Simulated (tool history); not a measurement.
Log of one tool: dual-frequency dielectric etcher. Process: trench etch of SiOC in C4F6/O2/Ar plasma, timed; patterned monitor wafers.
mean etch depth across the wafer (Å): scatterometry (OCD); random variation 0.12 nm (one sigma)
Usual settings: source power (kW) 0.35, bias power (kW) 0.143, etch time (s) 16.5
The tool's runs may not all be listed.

| run | hour | source power (kW) | bias power (kW) | etch time (s) | read-back reference wafer on the same gauge, depth_nm | mean etch depth across the wafer (Å) |
|---|---|---|---|---|---|---|
| 1 | 0 | 0.35 | 0.143 | 15.5 | 24.78 | 275.4 |
| 2 | 32.7 | 0.35 | 0.143 | 15.5 | 24.78 | 278.3 |
| 3 | 63.1 | 0.35 | 0.143 | 15.5 | 24.83 | 276.9 |
| 4 | 86.6 | 0.35 | 0.143 | 20 | 24.8 | 354.5 |
| 5 | 111.6 | 0.35 | 0.143 | 20 | 24.78 | 353.9 |
| 6 | 145.4 | 0.35 | 0.143 | 16.5 | 24.81 | 293 |
|  | 205 | upper electrode replaced |
| 7 | 205.5 | 0.35 | 0.143 | 16.5 | 24.81 | 291.7 |
| 8 | 224.1 | 0.35 | 0.143 | 16.5 | 24.82 | 286.8 |
| 9 | 250 | 0.35 | 0.143 | 16.5 | 24.79 | 289.2 |
|  | 267.5 | source power generator calibrated |
| 10 | 268 | 0.31 | 0.143 | 16.5 | 24.79 | 276.7 |
|  | 308.3 | wet clean of the chamber |
| 11 | 308.8 | 0.35 | 0.159 | 16.5 | 24.8 | 306.5 |
|  | 318.9 | gauge calibrated |
| 12 | 328.6 | 0.27 | 0.127 | 13.5 | 24.79 | 213.2 |
|  | 336 | bias power generator calibrated |
| 13 | 352.5 | 0.35 | 0.159 | 16.5 | 24.79 | 305.1 |
| 14 | 379.8 | 0.35 | 0.143 | 13.5 | 24.8 | 242.2 |
| 15 | 402 | 0.41 | 0.143 | 13.5 | 24.82 | 258 |
| 16 | 418.5 | 0.35 | 0.143 | 16.5 | 24.82 | 294.4 |
| 17 | 439.7 | 0.39 | 0.153 | 20.5 | 24.82 | 389.8 |
| 18 | 470.9 | 0.27 | 0.111 | 13.5 | 24.81 | 205.8 |
| 19 | 495.9 | 0.4 | 0.132 | 19.5 | 24.79 | 358.9 |
| 20 | 516 | 0.35 | 0.131 | 13 | 24.8 | 227.1 |
| 21 | 541.1 | 0.42 | 0.143 | 16.5 | 24.81 | 315.5 |
| 22 | 563.7 | 0.38 | 0.124 | 16.5 | 24.78 | 292 |
| 23 | 596.8 | 0.35 | 0.159 | 21.5 | 24.81 | 388.1 |

The tool's hidden state at each run:
source power that arrives over what is set, %: 0 in every run
bias power that arrives over what is set, %: 0 in every run
gauge reads high (%): 0 in every run
H1: etch rate over this chamber's usual, %
| run | H1 |
|---|---|
| 1 | -1.07 |
| 2 | -1.33 |
| 3 | -1.56 |
| 4 | -1.74 |
| 5 | -1.94 |
| 6 | -2.2 |
| 7 | -2.66 |
| 8 | -2.8 |
| 9 | -3 |
| 10 | -3.14 |
| 11 | -0.102 |
| 12 | -0.255 |
| 13 | -0.439 |
| 14 | -0.65 |
| 15 | -0.821 |
| 16 | -0.949 |
| 17 | -1.11 |
| 18 | -1.35 |
| 19 | -1.55 |
| 20 | -1.7 |
| 21 | -1.9 |
| 22 | -2.07 |
| 23 | -2.33 |
